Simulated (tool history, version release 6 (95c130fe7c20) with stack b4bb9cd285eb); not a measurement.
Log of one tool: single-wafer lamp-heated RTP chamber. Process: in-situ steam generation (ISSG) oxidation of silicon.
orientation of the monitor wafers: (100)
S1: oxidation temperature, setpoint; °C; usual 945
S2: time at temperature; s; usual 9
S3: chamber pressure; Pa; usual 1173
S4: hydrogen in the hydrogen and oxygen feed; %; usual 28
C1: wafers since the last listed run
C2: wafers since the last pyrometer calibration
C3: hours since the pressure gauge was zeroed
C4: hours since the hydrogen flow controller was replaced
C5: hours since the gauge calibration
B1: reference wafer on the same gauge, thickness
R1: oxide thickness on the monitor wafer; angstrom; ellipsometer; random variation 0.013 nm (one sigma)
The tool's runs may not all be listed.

run    hour   S1  S2    S3  S4    C1    C2      C3      C4      C5     B1     R1
  1       0  945   9  1173  28     0  4269  2283.2  1085.7   621.9  4.037  39.91
  2    40.7  945   9  1173  28   401  4671  2323.9  1126.4   662.6  4.039  39.86
  3    93.6  945   9  1173  28   522  5193  2376.8  1179.3   715.5  4.047  40.21
        156  -- pyrometer window cleaned and pyrometer calibrated
  4   185.8  945   9  1173  28   830   294    2469  1271.5   807.7   4.04  39.16
  5     237  956   9  1173  28   505   799  2520.2  1322.7   858.9  4.043  40.01
  6   352.3  956   9  1173  28  1137  1937  2635.5    1438   974.2  4.042  40.33
  7   412.9  945   9  1027  28   598  2535  2696.1  1498.6  1034.8   4.04  39.99
      429.8  -- pressure gauge zeroed
  8   471.9  945   9  1240  21   503  3038    42.1  1557.6  1093.8  4.042  36.24
  9   523.5  945   9  1240  21   509  3548    93.7  1609.2  1145.4  4.039  36.49
      647.9  -- pyrometer window cleaned and pyrometer calibrated
 10   831.6  945   9  1173  28  2961  1812   401.8  1917.3  1453.5  4.033  39.13
 11   930.5  945   9  1173  28   975  2788   500.7  2016.2  1552.4   4.04  39.41
      989.4  -- hydrogen flow controller replaced
 12   990.3  964   8  1027  31   511  3299   560.5     0.9  1612.2  4.039  41.24
     1006.5  -- gauge calibrated
 13  1077.6  931   9  1173  25   861  4161   647.8    88.2    71.1  4.045  37.46
 14  1145.1  945   9  1040  28   666  4827   715.3   155.7   138.6  4.044  40.31
     1156.8  -- pyrometer window cleaned and pyrometer calibrated
 15  1196.8  945  13  1107  32   431   394     767   207.4   190.3  4.043  46.53
 16  1299.4  945   9  1173  28  1012  1406   869.6     310   292.9  4.042  39.28
 17  1369.5  945   7  1240  28   691  2098   939.7   380.1     363  4.041  35.61
 18  1431.9  927  12  1107  32   615  2714  1002.1   442.5   425.4  4.035  43.52

Hidden state at the last listed run before each entry between runs and at the first one after, where it differs:
Between runs 3 and 4: pyrometer window cleaned and pyrometer calibrated (hour 156)
  true wafer temperature minus pyrometer reading, K: 11.7 -> 0.29
  measured less the result without the state, R1: +1 -> +0.03 angstrom
Between runs 7 and 8: pressure gauge zeroed (hour 429.8)
  true wafer temperature minus pyrometer reading, K: 2.61 -> 3.81
  measured less the result without the state, R1: +0.22 -> +0.28 angstrom
Between runs 9 and 10: pyrometer window cleaned and pyrometer calibrated (hour 647.9)
  true wafer temperature minus pyrometer reading, K: 5.06 -> 1.53
  measured less the result without the state, R1: +0.38 -> +0.12 angstrom
Between runs 11 and 12: hydrogen flow controller replaced (hour 989.4)
  true wafer temperature minus pyrometer reading, K: 3.17 -> 4.5
  measured less the result without the state, R1: +0.26 -> +0.41 angstrom
Between runs 12 and 13: gauge calibrated (hour 1006.5)
  true wafer temperature minus pyrometer reading, K: 4.5 -> 6.9
  measured less the result without the state, R1: +0.41 -> +0.49 angstrom
Between runs 14 and 15: pyrometer window cleaned and pyrometer calibrated (hour 1156.8)
  true wafer temperature minus pyrometer reading, K: 9.12 -> 0.439
  measured less the result without the state, R1: +0.77 -> +0.05 angstrom

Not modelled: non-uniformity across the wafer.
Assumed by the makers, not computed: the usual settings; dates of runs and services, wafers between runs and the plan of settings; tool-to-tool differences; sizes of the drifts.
